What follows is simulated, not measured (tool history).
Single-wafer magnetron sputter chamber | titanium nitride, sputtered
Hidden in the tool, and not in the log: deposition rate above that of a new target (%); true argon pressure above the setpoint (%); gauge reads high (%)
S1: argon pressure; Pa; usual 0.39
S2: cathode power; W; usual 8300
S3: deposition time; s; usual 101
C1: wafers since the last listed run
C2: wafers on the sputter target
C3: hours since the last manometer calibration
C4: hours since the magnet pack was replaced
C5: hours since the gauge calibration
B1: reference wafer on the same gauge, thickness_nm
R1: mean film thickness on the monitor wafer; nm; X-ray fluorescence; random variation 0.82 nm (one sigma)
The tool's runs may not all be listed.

run,hour,S1,S2,S3,C1,C2,C3,C4,C5,B1,R1
1,0,0.39,9700,94,0,789,962.9,8146.6,486,149.771,153.739
2,45.6,0.39,8300,101,422,1212,1008.5,8192.2,531.6,150.198,145.402
3,104.8,0.39,8300,101,548,1760,1067.7,8251.4,590.8,149.972,146.218
4,178.2,0.39,8300,101,679,2440,1141.1,8324.8,664.2,149.987,145.607
5,235.3,0.39,9400,101,528,2968,1198.2,8381.9,721.3,150.078,159.685
6,288.1,0.39,9400,101,488,3457,1251,8434.7,774.1,150.127,160.644
7,342,0.39,6900,113,499,3957,1304.9,8488.6,828,150.035,143.061
8,430.7,0.39,8300,101,821,4778,1393.6,8577.3,916.7,149.82,146.783
# hour 506.8: sputter target and shields replaced
9,507.3,0.39,8300,101,635,4,1470.2,8653.9,993.3,149.837,145.853
# hour 683.9: magnet pack replaced
10,783,0.39,8300,101,2479,2483,1745.9,99.1,1269,150.3,144.707
11,868.7,0.39,9500,101,793,3277,1831.6,184.8,1354.7,150.007,160.582

Run 12 comes next. What will it give?
12,914.7,0.267,6450,83,425,3703,1877.6,230.8,1400.7,?,?

{"run 12": {"B1": 149.933, "R1": 106.645}}
Without the tool's hidden state the same run would have given R1 108.482 nm.
